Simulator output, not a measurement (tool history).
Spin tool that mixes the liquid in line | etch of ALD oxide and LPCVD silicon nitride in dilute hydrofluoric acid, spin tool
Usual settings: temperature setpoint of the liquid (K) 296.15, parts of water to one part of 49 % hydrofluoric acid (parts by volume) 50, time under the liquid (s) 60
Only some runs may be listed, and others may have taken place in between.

run	hour	temperature setpoint of the liquid (K)	parts of water to one part of 49 % hydrofluoric acid (parts by volume)	time under the liquid (s)	wafers since the last listed run	hours since the thermometer was replaced	hours since the hydrofluoric acid flow meter was replaced	hours since the gauge calibration	read-back film thickness of the ALD oxide reference wafer, read on the same gauge (nm)	read-back film thickness of the LPCVD silicon nitride reference wafer, read on the same gauge (nm)	thickness taken off the ALD oxide on a monitor wafer (nm)	thickness taken off the LPCVD silicon nitride on a monitor wafer (nm)
1	0	296.15	65	60	0	2242.6	1420.6	560.5	110.01	119.99	15.24	0.426
2	56	296.15	65	60	717	2298.6	1476.6	616.5	110	120.048	15.06	0.5
3	105.6	296.15	50	50	635	2348.2	1526.2	666.1	110.01	119.998	16.58	0.536
4	154.9	296.15	50	50	631	2397.5	1575.5	715.4	109.99	120.057	16.69	0.513
5	205.9	296.15	50	60	653	2448.5	1626.5	766.4	109.98	120.014	20.08	0.554
6	262.5	296.15	50	60	724	2505.1	1683.1	823	110	120.039	19.97	0.619
7	421.3	296.15	50	60	2033	2663.9	1841.9	981.8	109.99	119.972	20.2	0.634
8	445.6	296.15	50	60	311	2688.2	1866.2	1006.1	110	119.997	20.4	0.665
9	488	296.15	35	60	542	2730.6	1908.6	1048.5	110	120.003	29.83	0.909
10	546.1	296.15	65	60	743	2788.7	1966.7	1106.6	110.01	120.03	15.37	0.518

Run 11 is up next; what results do you expect?
11	571	299.15	50	60	318	2813.6	1991.6	1131.5	?	?	?	?

{"run 11": {"read-back film thickness of the ALD oxide reference wafer, read on the same gauge (nm)": 110, "read-back film thickness of the LPCVD silicon nitride reference wafer, read on the same gauge (nm)": 120.024, "thickness taken off the ALD oxide on a monitor wafer (nm)": 22.91, "thickness taken off the LPCVD silicon nitride on a monitor wafer (nm)": 0.756}}
The same run, on a tool lacking any hidden state, would have yielded thickness taken off the ALD oxide on a monitor wafer (nm) 20.59, thickness taken off the LPCVD silicon nitride on a monitor wafer (nm) 0.635.

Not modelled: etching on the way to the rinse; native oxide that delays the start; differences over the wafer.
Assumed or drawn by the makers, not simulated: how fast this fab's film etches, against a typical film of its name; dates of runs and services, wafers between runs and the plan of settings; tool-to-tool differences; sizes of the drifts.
